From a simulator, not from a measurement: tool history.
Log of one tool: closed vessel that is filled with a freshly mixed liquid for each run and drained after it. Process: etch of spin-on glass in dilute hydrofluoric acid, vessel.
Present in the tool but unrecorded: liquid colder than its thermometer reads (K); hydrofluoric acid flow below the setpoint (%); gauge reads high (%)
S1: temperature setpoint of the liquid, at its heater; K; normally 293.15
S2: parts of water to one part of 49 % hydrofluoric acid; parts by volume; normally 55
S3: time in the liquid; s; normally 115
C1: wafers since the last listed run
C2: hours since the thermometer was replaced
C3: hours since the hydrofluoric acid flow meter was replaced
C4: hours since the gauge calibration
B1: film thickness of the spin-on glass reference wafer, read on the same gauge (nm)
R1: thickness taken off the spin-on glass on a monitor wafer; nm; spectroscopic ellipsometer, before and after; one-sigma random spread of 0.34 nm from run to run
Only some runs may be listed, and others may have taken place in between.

run   hour      S1  S2   S3    C1      C2      C3     C4     B1      R1
  1      0  293.15  55  115     0  1685.3   814.8  194.6     30   49.73
  2   13.5  293.15  55  115  1817  1698.8   828.3  208.1  30.01    50.2
  3   23.7  293.15  55  115  1373    1709   838.5  218.3     30   49.99
  4   32.2  293.15  55  115  1144  1717.5     847  226.8     30    49.3
  5   48.2  293.15  35  115  2154  1733.5     863  242.8  29.98   79.33
  6   60.1  293.15  35  115  1602  1745.4   874.9  254.7  29.98   79.11
  7     75  293.15  55  115  2006  1760.3   889.8  269.6  30.02   49.61
  8   83.8  293.15  55  115  1184  1769.1   898.6  278.4  30.03   49.33
  9  101.7  293.15  55  170  2410    1787   916.5  296.3  30.03   72.82
 10  118.4  293.15  55  170  2248  1803.7   933.2    313     30   71.62
 11  125.3  293.15  55  115   928  1810.6   940.1  319.9     30   48.56
 12  135.3  297.15  65  115  1346  1820.6   950.1  329.9  29.98   48.36
 13    146  293.15  55  115  1440  1831.3   960.8  340.6  29.97   48.74
     150.6  -- thermometer replaced
 14  163.8  293.15  55  115  2261    13.2   978.6  358.4     30    54.2
 15  180.7  293.15  55  150  2275    30.1   995.5  375.3     30   69.66
 16  190.7  293.15  55  145  1346    40.1  1005.5  385.3  29.98   66.97
 17  204.3  293.15  35  115  1831    53.7  1019.1  398.9  29.99   86.01
 18  212.5  294.65  30   70  1104    61.9  1027.3  407.1  30.01   65.88
 19  218.8  290.15  40   85   848    68.2  1033.6  413.4     30   48.25
 20  229.2  294.65  65   75  1400    78.6    1044  423.8  29.99   30.52
 21    239  295.65  30  115  1319    88.4  1053.8  433.6  29.99  111.19
 22  245.7  293.15  70  115   902    95.1  1060.5  440.3     30   40.44
     247.9  -- hydrofluoric acid flow meter replaced
 23  259.2  293.15  75   75  1682   108.6    11.3  453.8     30   27.04
 24  266.5  293.15  25  155   982   115.9    18.6  461.1  30.01  177.77
 25  275.6  297.65  55  115  1225     125    27.7  470.2     30   69.86
     282.5  -- gauge calibrated
 26  289.4  293.15  45  115  1857   138.8    41.5    6.9     30   70.68
 27  330.1  294.65  85   85  5479   179.5    82.2   47.6  29.99   28.11
 28  336.7  290.65  35   65   888   186.1    88.8   54.2     30   46.63
 29  354.1  296.15  25  115  2342   203.5   106.2   71.6  29.98  147.89
 30  371.4  293.15  25  155  2329   220.8   123.5   88.9     30  174.88
 31  414.7  290.15  70   50  5829   264.1   166.8  132.2     30   16.76
 32  431.1  295.65  45  115  2208   280.5   183.2  148.6  30.02    77.9
 33  453.6  297.65  40  115  3029     303   205.7  171.1  29.99   95.66
 34  459.8  290.15  55   55   834   309.2   211.9  177.3  30.01   23.81

The logged runs with the hidden state left out (each run's random variation unchanged):
run      R1
  1   58.61
  2   59.25
  3   59.09
  4   58.35
  5   94.07
  6      94
  7   59.07
  8    58.8
  9   87.01
 10   85.79
 11    58.2
 12    57.9
 13    58.6
 14   59.16
 15   76.19
 16   73.37
 17   94.27
 18   72.25
 19   53.01
 20   33.65
 21  122.34
 22    44.7
 23   27.43
 24  180.63
 25   71.01
 26   72.01
 27   28.79
 28   47.82
 29  151.92
 30   180.1
 31   17.37
 32   80.84
 33   99.54
 34   24.83
